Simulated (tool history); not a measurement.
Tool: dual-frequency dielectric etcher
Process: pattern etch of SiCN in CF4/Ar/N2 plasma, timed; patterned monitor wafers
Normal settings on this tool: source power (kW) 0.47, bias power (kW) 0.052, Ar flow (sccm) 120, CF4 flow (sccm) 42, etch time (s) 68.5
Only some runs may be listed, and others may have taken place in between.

run	hour	source power (kW)	bias power (kW)	Ar flow (sccm)	CF4 flow (sccm)	etch time (s)	wafers since the last listed run	hours since the last wet clean	hours since the last source power generator calibration	hours since the last bias power generator calibration	hours since the last Ar flow controller change	hours since the last CF4 flow controller change	hours since the last upper electrode change	hours since the gauge calibration	read-back reference wafer on the same gauge, depth_nm	mean etch depth across the wafer (nm)
1	0	0.47	0.052	120	42	68.5	0	427.3	4641.3	3669.1	5736	3799.6	4751.2	177.7	54.63	51.69
2	16.2	0.47	0.052	120	42	84.5	229	443.5	4657.5	3685.3	5752.2	3815.8	4767.4	193.9	54.68	63.07
3	26.4	0.47	0.052	120	42	68.5	144	453.7	4667.7	3695.5	5762.4	3826	4777.6	204.1	54.74	52.17
4	36	0.47	0.052	120	42	68.5	136	463.3	4677.3	3705.1	5772	3835.6	4787.2	213.7	54.73	51.22
5	50.2	0.47	0.052	120	42	68.5	201	477.5	4691.5	3719.3	5786.2	3849.8	4801.4	227.9	54.51	51.87
6	60.9	0.47	0.052	109	42	68.5	151	488.2	4702.2	3730	5796.9	3860.5	4812.1	238.6	54.71	53.1
7	74.2	0.47	0.052	109	42	68.5	188	501.5	4715.5	3743.3	5810.2	3873.8	4825.4	251.9	54.81	53.14
# hour 111.8: wet clean of the chamber
8	112.3	0.47	0.052	120	42	68.5	200	0.5	4753.6	3781.4	5848.3	3911.9	4863.5	290	54.73	49.27
9	117	0.47	0.052	120	42	68.5	66	5.2	4758.3	3786.1	5853	3916.6	4868.2	294.7	54.75	49.45
# hour 124.6: source power generator calibrated
10	129.4	0.47	0.052	120	42	68.5	119	17.6	4.8	3798.5	5865.4	3929	4880.6	307.1	54.69	48.99
# hour 135.1: gauge calibrated
11	160.6	0.47	0.06	120	42	68.5	442	48.8	36	3829.7	5896.6	3960.2	4911.8	25.5	54.63	53.74
12	168.2	0.47	0.052	120	42	80.5	107	56.4	43.6	3837.3	5904.2	3967.8	4919.4	33.1	54.62	58.39
# hour 189.7: Ar flow controller replaced
13	193.7	0.47	0.052	135	42	68.5	276	81.9	69.1	3862.8	4	3993.3	4944.9	58.6	54.78	48.36
14	202.1	0.47	0.052	120	37	56.5	119	90.3	77.5	3871.2	12.4	4001.7	4953.3	67	54.62	40.38
15	209.7	0.5	0.052	120	34	68.5	107	97.9	85.1	3878.8	20	4009.3	4960.9	74.6	54.64	49.73
# hour 216: bias power generator calibrated
16	217.6	0.56	0.052	120	49	61.5	55	105.8	93	1.6	27.9	4017.2	4968.8	82.5	54.6	51.34
# hour 243.5: upper electrode replaced
# hour 249.9: CF4 flow controller replaced
17	250.4	0.57	0.052	120	42	68.5	39	138.6	125.8	34.4	60.7	0.5	6.9	115.3	54.75	56.08
18	250.7	0.47	0.052	120	42	68.5	4	138.9	126.1	34.7	61	0.8	7.2	115.6	54.7	50.3
19	276.8	0.57	0.041	120	42	56.5	370	165	152.2	60.8	87.1	26.9	33.3	141.7	54.76	40.51
20	293.1	0.54	0.065	131	42	53.5	231	181.3	168.5	77.1	103.4	43.2	49.6	158	54.77	47.15
21	309.6	0.47	0.052	120	42	68.5	234	197.8	185	93.6	119.9	59.7	66.1	174.5	54.68	50.44
22	317.1	0.47	0.052	120	42	68.5	106	205.3	192.5	101.1	127.4	67.2	73.6	182	54.68	50.42

What if the next run were any one of these 3? Each begins from the tool's condition after run 22:
A	317.5	0.47	0.052	120	47	68.5	5	205.7	192.9	101.5	127.8	67.6	74	182.4	?	?
B	317.5	0.56	0.052	120	42	81	5	205.7	192.9	101.5	127.8	67.6	74	182.4	?	?
C	317.5	0.55	0.052	120	42	78.5	5	205.7	192.9	101.5	127.8	67.6	74	182.4	?	?

run	read-back reference wafer on the same gauge, depth_nm	mean etch depth across the wafer (nm)
A	54.67	51.54
B	54.67	66.36
C	54.67	63.6
What these runs would have given with no unlogged condition in the tool:
run	mean etch depth across the wafer (nm)
A	50.78
B	65.38
C	62.67
